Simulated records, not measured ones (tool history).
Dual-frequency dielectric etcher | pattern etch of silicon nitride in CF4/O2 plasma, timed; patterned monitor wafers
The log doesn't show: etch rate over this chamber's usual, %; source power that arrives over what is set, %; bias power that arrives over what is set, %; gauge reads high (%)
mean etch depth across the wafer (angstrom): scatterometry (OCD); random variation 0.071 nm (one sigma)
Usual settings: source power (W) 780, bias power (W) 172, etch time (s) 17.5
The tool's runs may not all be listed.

| run | hour | source power (W) | bias power (W) | etch time (s) | wafers since the last listed run | hours since the last wet clean | hours since the last source power generator calibration | hours since the last bias power generator calibration | hours since the last upper electrode change | hours since the gauge calibration | read-back reference wafer on the same gauge, depth_nm | mean etch depth across the wafer (angstrom) |
|---|---|---|---|---|---|---|---|---|---|---|---|---|
| 1 | 0 | 780 | 172 | 17.5 | 0 | 352.2 | 3317.9 | 2879.1 | 1709.8 | 31.7 | 51 | 464 |
| 2 | 10.2 | 780 | 172 | 17.5 | 162 | 362.4 | 3328.1 | 2889.3 | 1720 | 41.9 | 51 | 463 |
| 3 | 25.4 | 780 | 172 | 17.5 | 242 | 377.6 | 3343.3 | 2904.5 | 1735.2 | 57.1 | 51 | 462 |
| 4 | 41.7 | 700 | 172 | 15.5 | 259 | 393.9 | 3359.6 | 2920.8 | 1751.5 | 73.4 | 51 | 385 |
| 5 | 73.8 | 780 | 172 | 21 | 511 | 426 | 3391.7 | 2952.9 | 1783.6 | 105.5 | 51 | 555 |
| 6 | 85.7 | 780 | 172 | 17.5 | 189 | 437.9 | 3403.6 | 2964.8 | 1795.5 | 117.4 | 51 | 462 |
| 7 | 93.3 | 780 | 172 | 17.5 | 121 | 445.5 | 3411.2 | 2972.4 | 1803.1 | 125 | 51 | 463 |
|  | 105.5 | gauge calibrated |
|  | 119.7 | upper electrode replaced |
| 8 | 120.2 | 690 | 172 | 14 | 46 | 472.4 | 3438.1 | 2999.3 | 0.5 | 14.7 | 51 | 343 |
| 9 | 120.5 | 910 | 172 | 22 | 4 | 472.7 | 3438.4 | 2999.6 | 0.8 | 15 | 51 | 639 |
| 10 | 121.9 | 780 | 172 | 13 | 22 | 474.1 | 3439.8 | 3001 | 2.2 | 16.4 | 51 | 342 |
|  | 141.8 | bias power generator calibrated |
|  | 147.4 | wet clean of the chamber |
| 11 | 147.9 | 780 | 172 | 17.5 | 260 | 0.5 | 3465.8 | 6.1 | 28.2 | 42.4 | 51 | 472 |
|  | 167.7 | source power generator calibrated |
| 12 | 187.4 | 610 | 172 | 14 | 565 | 40 | 19.7 | 45.6 | 67.7 | 81.9 | 51 | 326 |
| 13 | 200.7 | 840 | 208 | 17.5 | 211 | 53.3 | 33 | 58.9 | 81 | 95.2 | 51 | 527 |
| 14 | 211.9 | 780 | 172 | 22 | 178 | 64.5 | 44.2 | 70.1 | 92.2 | 106.4 | 51 | 592 |
| 15 | 219.6 | 780 | 141 | 17.5 | 122 | 72.2 | 51.9 | 77.8 | 99.9 | 114.1 | 51 | 442 |

3 ways to go on from here, each from the tool as it stands after run 15. What would each give?
| A | 220 | 780 | 172 | 17.5 | 6 | 72.6 | 52.3 | 78.2 | 100.3 | 114.5 | ? | ? |
| B | 220 | 890 | 172 | 17.5 | 6 | 72.6 | 52.3 | 78.2 | 100.3 | 114.5 | ? | ? |
| C | 220 | 930 | 172 | 17.5 | 6 | 72.6 | 52.3 | 78.2 | 100.3 | 114.5 | ? | ? |

| run | read-back reference wafer on the same gauge, depth_nm | mean etch depth across the wafer (angstrom) |
|---|---|---|
| A | 51 | 471 |
| B | 51 | 512 |
| C | 51 | 527 |
Without the tool's hidden state the same runs would have given:
| run | mean etch depth across the wafer (angstrom) |
|---|---|
| A | 470 |
| B | 511 |
| C | 526 |
